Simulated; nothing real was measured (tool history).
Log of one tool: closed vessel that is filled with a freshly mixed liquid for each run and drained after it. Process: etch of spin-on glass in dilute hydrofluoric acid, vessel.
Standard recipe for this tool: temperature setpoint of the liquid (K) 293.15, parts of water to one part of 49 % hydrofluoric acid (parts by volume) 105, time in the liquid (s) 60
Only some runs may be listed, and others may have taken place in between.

run   hour  temperature setpoint of the liquid (K)  parts of water to one part of 49 % hydrofluoric acid (parts by volume)  time in the liquid (s)  wafers since the last listed run  hours since the thermometer was replaced  hours since the hydrofluoric acid flow meter was replaced  hours since the gauge calibration  read-back film thickness of the spin-on glass reference wafer, read on the same gauge (nm)  thickness taken off the spin-on glass on a monitor wafer (Å)
  1      0                                  293.15                                                                      80                      60                                 0                                      2512                                                     1238.5                                186                                                                                       89.94                                                         203.2
  2   13.1                                  293.15                                                                      80                      60                              1720                                    2525.1                                                     1251.6                              199.1                                                                                       90.02                                                         201.6
  3     29                                  293.15                                                                     105                      60                              2088                                      2541                                                     1267.5                                215                                                                                       90.01                                                         148.9
  4     38                                  293.15                                                                     105                      60                              1181                                      2550                                                     1276.5                                224                                                                                       90.03                                                           148
  5   45.5                                  293.15                                                                     130                      75                               984                                    2557.5                                                       1284                              231.5                                                                                       89.97                                                           145
  6   53.1                                  293.15                                                                     130                      75                               998                                    2565.1                                                     1291.6                              239.1                                                                                       90.04                                                           145
  7   64.3                                  293.15                                                                     130                      75                              1470                                    2576.3                                                     1302.8                              250.3                                                                                          90                                                         144.2
      90.4  -- gauge calibrated
  8  101.3                                  293.15                                                                     105                      60                              4859                                    2613.3                                                     1339.8                               10.9                                                                                       90.04                                                         147.1
  9  108.3                                  296.15                                                                      75                      80                               919                                    2620.3                                                     1346.8                               17.9                                                                                       90.01                                                         322.2
     112.6  -- hydrofluoric acid flow meter replaced
 10  124.9                                  290.65                                                                      90                      80                              2048                                    2636.9                                                       12.3                               34.5                                                                                       89.96                                                         243.3
     132.9  -- thermometer replaced
 11    135                                  293.15                                                                      75                      60                              1195                                       2.1                                                       22.4                               44.6                                                                                       90.04                                                         247.6
 12  151.7                                  293.15                                                                     105                      60                              2193                                      18.8                                                       39.1                               61.3                                                                                          90                                                         169.4
 13  204.9                                  297.15                                                                      65                      50                              6986                                        72                                                       92.3                              114.5                                                                                       90.02                                                         279.9
 14  216.6                                  297.15                                                                      65                      50                              1536                                      83.7                                                        104                              126.2                                                                                       89.96                                                         282.5
 15  223.6                                  293.15                                                                     105                      30                               919                                      90.7                                                        111                              133.2                                                                                       90.02                                                          84.5
 16  234.4                                  295.15                                                                      70                      30                              1418                                     101.5                                                      121.8                                144                                                                                       90.02                                                         143.8

What if the next run were any one of these 5? Each begins from the tool's condition after run 16:
  A  235.1                                  293.15                                                                     105                      60                                91                                     102.2                                                      122.5                              144.7                                                                                           ?                                                             ?
  B  235.1                                  295.65                                                                     105                      45                                91                                     102.2                                                      122.5                              144.7                                                                                           ?                                                             ?
  C  235.1                                  290.15                                                                      70                      60                                91                                     102.2                                                      122.5                              144.7                                                                                           ?                                                             ?
  D  235.1                                  290.15                                                                     150                      95                                91                                     102.2                                                      122.5                              144.7                                                                                           ?                                                             ?
  E  235.1                                  297.15                                                                      85                      60                                91                                     102.2                                                      122.5                              144.7                                                                                           ?                                                             ?

run  read-back film thickness of the spin-on glass reference wafer, read on the same gauge (nm)  thickness taken off the spin-on glass on a monitor wafer (Å)
  A                                                                                          90                                                         168.1
  B                                                                                          90                                                         139.5
  C                                                                                          90                                                         231.1
  D                                                                                          90                                                         157.2
  E                                                                                          90                                                           250
Without the tool's hidden state the same runs would have given:
run  thickness taken off the spin-on glass on a monitor wafer (Å)
  A                                                         170.8
  B                                                         141.8
  C                                                         234.8
  D                                                         159.8
  E                                                         254.1

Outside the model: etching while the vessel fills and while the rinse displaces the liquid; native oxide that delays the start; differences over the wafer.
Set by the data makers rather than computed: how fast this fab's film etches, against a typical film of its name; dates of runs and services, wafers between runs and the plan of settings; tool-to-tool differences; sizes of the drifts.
